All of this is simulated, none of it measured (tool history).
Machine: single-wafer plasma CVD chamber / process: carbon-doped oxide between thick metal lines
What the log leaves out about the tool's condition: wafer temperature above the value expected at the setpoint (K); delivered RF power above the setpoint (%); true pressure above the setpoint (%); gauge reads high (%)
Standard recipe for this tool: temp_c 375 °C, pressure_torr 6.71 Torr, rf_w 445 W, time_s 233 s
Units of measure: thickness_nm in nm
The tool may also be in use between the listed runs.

run,day,temp_c,pressure_torr,rf_w,time_s,wafers since the last listed run,hours since the last thermocouple change,hours since the last RF generator calibration,hours since the last manometer calibration,hours since the showerhead was replaced,hours since the gauge calibration,"read-back reference wafer on the same gauge, thickness_nm",thickness_nm
1,0,375,6.71,445,233,0,433.6,1077.2,272.1,218.7,3765,1069.801,1005.357
2,4.304,375,6.71,445,233,831,536.9,1180.5,375.4,322,3868.3,1069.148,1012.229
3,6.867,375,6.71,445,233,494,598.4,1242,436.9,383.5,3929.8,1070.004,1004.461
# day 7.5: gauge calibrated
4,8.825,375,6.71,445,233,378,645.4,1289,483.9,430.5,31.8,1070.534,1003.556
5,10.862,375,6.71,445,233,393,694.3,1337.9,532.8,479.4,80.7,1070.36,1003.652
6,12.438,375,6.71,445,201,304,732.1,1375.7,570.6,517.2,118.5,1069.858,865.548
7,14.867,375,6.71,445,233,469,790.4,1434,628.9,575.5,176.8,1070.411,1000.208
8,16.679,387,6.06,410,233,350,833.9,1477.5,672.4,619,220.3,1070.092,904.681
9,18.375,375,6.71,445,233,327,874.6,1518.2,713.1,659.7,261,1069.654,1000.657
# day 18.721: thermocouple changed; heater temperature recalibrated
10,21.271,383,7.3,385,255,494,61.2,1587.7,782.6,729.2,330.5,1069.244,966.646
11,24.075,375,6.71,445,233,541,128.5,1655,849.9,796.5,397.8,1070.691,1000.235
12,25.9,375,6.71,445,233,352,172.3,1698.8,893.7,840.3,441.6,1069.986,996.146
13,27.646,375,5.83,445,208,337,214.2,1740.7,935.6,882.2,483.5,1069.983,882.406
# day 32: RF generator calibrated
14,32.021,375,6.17,445,203,780,319.2,0.5,1040.6,987.2,588.5,1069.523,879.834
15,35.438,375,6.71,445,202,659,401.2,82.5,1122.6,1069.2,670.5,1070.805,880.982
16,37.225,389,6.71,495,274,345,444.1,125.4,1165.5,1112.1,713.4,1070.17,1254.354
# day 38.35: capacitance manometer re-zeroed and calibrated
17,40.279,386,6.01,360,233,525,517.4,198.7,46.3,1185.4,786.7,1070.242,826.512
18,43.083,375,8.07,490,218,541,584.7,266,113.6,1252.7,854,1069.232,1035.859
19,45.325,375,6.71,445,233,432,638.5,319.8,167.4,1306.5,907.8,1069.829,1020.325
20,48.996,375,6.71,445,233,708,726.6,407.9,255.5,1394.6,995.9,1069.831,1015.29
# day 53.062: thermocouple changed; heater temperature recalibrated
21,53.467,390,6.02,445,233,799,9.7,515.2,362.8,1501.9,1103.2,1070.767,973.883
22,57.112,375,6.71,445,233,704,97.2,602.7,450.3,1589.4,1190.7,1070.52,1010.092
23,66.525,375,5.38,445,276,1817,323.1,828.6,676.2,1815.3,1416.6,1069.735,1172.447
24,70.692,375,8.32,445,258,804,423.1,928.6,776.2,1915.3,1516.6,1069.334,1119.48
25,74.196,375,6.71,410,233,676,507.2,1012.7,860.3,1999.4,1600.7,1069.621,945.426
26,78.333,390,6.71,445,233,799,606.5,1112,959.6,2098.7,1700,1070.07,974.775
27,80.667,375,6.71,415,266,450,662.5,1168,1015.6,2154.7,1756,1069.43,1076.819
28,84.862,362,6.01,445,204,810,763.2,1268.7,1116.3,2255.4,1856.7,1070.293,907.702
29,87.217,375,5.4,505,260,454,819.7,1325.2,1172.8,2311.9,1913.2,1069.686,1207.517

Measured result minus the same run's result without the hidden state. Both carry the same run-to-run variation, though not necessarily the same gauge scatter:
run,thickness_nm
1,-16.045
2,-17.62
3,-18.354
4,-19.001
5,-19.695
6,-17.448
7,-20.988
8,-19.541
9,-22.191
10,-23.385
11,-24.13
12,-24.654
13,-22.368
14,-1.393
15,-2.374
16,-3.509
17,-3.688
18,-4.633
19,-6.048
20,-7.243
21,-8.383
22,-9.913
23,-15.175
24,-16.047
25,-14.663
26,-16.473
27,-19.044
28,-17.341
29,-20.28
